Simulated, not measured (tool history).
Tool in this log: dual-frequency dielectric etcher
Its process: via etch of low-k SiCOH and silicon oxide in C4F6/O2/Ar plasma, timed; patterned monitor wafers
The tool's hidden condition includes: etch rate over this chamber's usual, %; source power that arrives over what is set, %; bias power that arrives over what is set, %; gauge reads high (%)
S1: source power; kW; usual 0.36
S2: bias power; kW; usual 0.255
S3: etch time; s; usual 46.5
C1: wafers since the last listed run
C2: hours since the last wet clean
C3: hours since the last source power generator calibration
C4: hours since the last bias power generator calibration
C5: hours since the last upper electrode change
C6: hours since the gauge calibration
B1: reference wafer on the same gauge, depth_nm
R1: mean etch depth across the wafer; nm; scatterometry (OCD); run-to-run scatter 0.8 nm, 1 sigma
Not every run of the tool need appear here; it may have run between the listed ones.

run 1 hour=0 | S1=0.36 S2=0.255 S3=46.5 | C1=0 C2=190.2 C3=4051.4 C4=1864.1 C5=4306.4 C6=361.6 | B1=103.1 | R1=127.3
run 2 hour=46.2 | S1=0.36 S2=0.283 S3=46.5 | C1=551 C2=236.4 C3=4097.6 C4=1910.3 C5=4352.6 C6=407.8 | B1=102.9 | R1=128.9
run 3 hour=95.1 | S1=0.36 S2=0.283 S3=46.5 | C1=583 C2=285.3 C3=4146.5 C4=1959.2 C5=4401.5 C6=456.7 | B1=103 | R1=129.1
run 4 hour=120.6 | S1=0.42 S2=0.255 S3=46.5 | C1=304 C2=310.8 C3=4172 C4=1984.7 C5=4427 C6=482.2 | B1=103.1 | R1=134.7
run 5 hour=167.2 | S1=0.42 S2=0.255 S3=46.5 | C1=556 C2=357.4 C3=4218.6 C4=2031.3 C5=4473.6 C6=528.8 | B1=102.7 | R1=134.6
run 6 hour=213.3 | S1=0.42 S2=0.255 S3=46.5 | C1=550 C2=403.5 C3=4264.7 C4=2077.4 C5=4519.7 C6=574.9 | B1=102.9 | R1=134
run 7 hour=260.8 | S1=0.36 S2=0.255 S3=46.5 | C1=567 C2=451 C3=4312.2 C4=2124.9 C5=4567.2 C6=622.4 | B1=102.8 | R1=128.6
-- hour=329.7 wet clean of the chamber
run 8 hour=330.2 | S1=0.36 S2=0.255 S3=46.5 | C1=542 C2=0.5 C3=4381.6 C4=2194.3 C5=4636.6 C6=691.8 | B1=103.1 | R1=125
run 9 hour=338.6 | S1=0.43 S2=0.255 S3=46.5 | C1=100 C2=8.9 C3=4390 C4=2202.7 C5=4645 C6=700.2 | B1=103 | R1=133.7
-- hour=374.6 gauge calibrated
run 10 hour=383.3 | S1=0.43 S2=0.255 S3=46.5 | C1=533 C2=53.6 C3=4434.7 C4=2247.4 C5=4689.7 C6=8.7 | B1=102.9 | R1=132.6
run 11 hour=453.4 | S1=0.33 S2=0.255 S3=46.5 | C1=836 C2=123.7 C3=4504.8 C4=2317.5 C5=4759.8 C6=78.8 | B1=103.1 | R1=121.7
-- hour=519.6 upper electrode replaced
run 12 hour=549.6 | S1=0.33 S2=0.255 S3=46.5 | C1=861 C2=219.9 C3=4601 C4=2413.7 C5=30 C6=175 | B1=103 | R1=121.7
run 13 hour=579.1 | S1=0.41 S2=0.255 S3=42.5 | C1=352 C2=249.4 C3=4630.5 C4=2443.2 C5=59.5 C6=204.5 | B1=103 | R1=119.8
run 14 hour=615.7 | S1=0.36 S2=0.255 S3=46.5 | C1=436 C2=286 C3=4667.1 C4=2479.8 C5=96.1 C6=241.1 | B1=103.1 | R1=127.1
run 15 hour=666.5 | S1=0.36 S2=0.255 S3=46.5 | C1=606 C2=336.8 C3=4717.9 C4=2530.6 C5=146.9 C6=291.9 | B1=103 | R1=126.3
run 16 hour=696 | S1=0.36 S2=0.255 S3=46.5 | C1=352 C2=366.3 C3=4747.4 C4=2560.1 C5=176.4 C6=321.4 | B1=102.9 | R1=126.5
run 17 hour=721.4 | S1=0.42 S2=0.207 S3=38.5 | C1=303 C2=391.7 C3=4772.8 C4=2585.5 C5=201.8 C6=346.8 | B1=103 | R1=104.6
run 18 hour=756 | S1=0.28 S2=0.225 S3=60 | C1=413 C2=426.3 C3=4807.4 C4=2620.1 C5=236.4 C6=381.4 | B1=102.9 | R1=146.3
run 19 hour=799.8 | S1=0.44 S2=0.255 S3=60 | C1=522 C2=470.1 C3=4851.2 C4=2663.9 C5=280.2 C6=425.2 | B1=103.2 | R1=177.3
run 20 hour=839.5 | S1=0.36 S2=0.29 S3=56.5 | C1=473 C2=509.8 C3=4890.9 C4=2703.6 C5=319.9 C6=464.9 | B1=102.9 | R1=162
-- hour=885.3 wet clean of the chamber
run 21 hour=893.6 | S1=0.3 S2=0.196 S3=46.5 | C1=359 C2=8.3 C3=4945 C4=2757.7 C5=374 C6=519 | B1=102.8 | R1=110
-- hour=939 source power generator calibrated
run 22 hour=939.5 | S1=0.36 S2=0.312 S3=35 | C1=500 C2=54.2 C3=0.5 C4=2803.6 C5=419.9 C6=564.9 | B1=102.8 | R1=99.4
run 23 hour=977 | S1=0.3 S2=0.255 S3=55 | C1=447 C2=91.7 C3=38 C4=2841.1 C5=457.4 C6=602.4 | B1=102.9 | R1=140.4
-- hour=999.5 bias power generator calibrated
run 24 hour=1029.5 | S1=0.36 S2=0.228 S3=46.5 | C1=579 C2=144.2 C3=90.5 C4=30 C5=509.9 C6=654.9 | B1=103 | R1=122.1
run 25 hour=1091.7 | S1=0.42 S2=0.207 S3=38.5 | C1=742 C2=206.4 C3=152.7 C4=92.2 C5=572.1 C6=717.1 | B1=103.1 | R1=103.5
run 26 hour=1143 | S1=0.36 S2=0.255 S3=59 | C1=612 C2=257.7 C3=204 C4=143.5 C5=623.4 C6=768.4 | B1=102.9 | R1=161.2
-- hour=1166.6 gauge calibrated
run 27 hour=1207.4 | S1=0.39 S2=0.284 S3=52.5 | C1=768 C2=322.1 C3=268.4 C4=207.9 C5=687.8 C6=40.8 | B1=103 | R1=152.4
run 28 hour=1242.9 | S1=0.36 S2=0.255 S3=46.5 | C1=423 C2=357.6 C3=303.9 C4=243.4 C5=723.3 C6=76.3 | B1=102.9 | R1=128.4
run 29 hour=1297 | S1=0.31 S2=0.255 S3=51 | C1=645 C2=411.7 C3=358 C4=297.5 C5=777.4 C6=130.4 | B1=103.4 | R1=133.7
-- hour=1361 wet clean of the chamber
run 30 hour=1361.5 | S1=0.41 S2=0.255 S3=36.5 | C1=483 C2=0.5 C3=422.5 C4=362 C5=841.9 C6=194.9 | B1=102.9 | R1=102.9

Measured result minus the same run's result without the hidden state. Both carry the same run-to-run variation, though not necessarily the same gauge scatter:
run=1 R1=+1.2
run=2 R1=+1.6
run=3 R1=+2
run=4 R1=+2.4
run=5 R1=+2.8
run=6 R1=+3.3
run=7 R1=+3.6
run=8 R1=-0.6
run=9 R1=-0.5
run=10 R1=-0.1
run=11 R1=+0.6
run=12 R1=+1.4
run=13 R1=+1.7
run=14 R1=+2.1
run=15 R1=+2.6
run=16 R1=+2.8
run=17 R1=+2.5
run=18 R1=+3.9
run=19 R1=+5.3
run=20 R1=+5.3
run=21 R1=+0
run=22 R1=+0.4
run=23 R1=+0.9
run=24 R1=+1.2
run=25 R1=+1.5
run=26 R1=+2.9
run=27 R1=+3.5
run=28 R1=+3.2
run=29 R1=+3.9
run=30 R1=+0.4
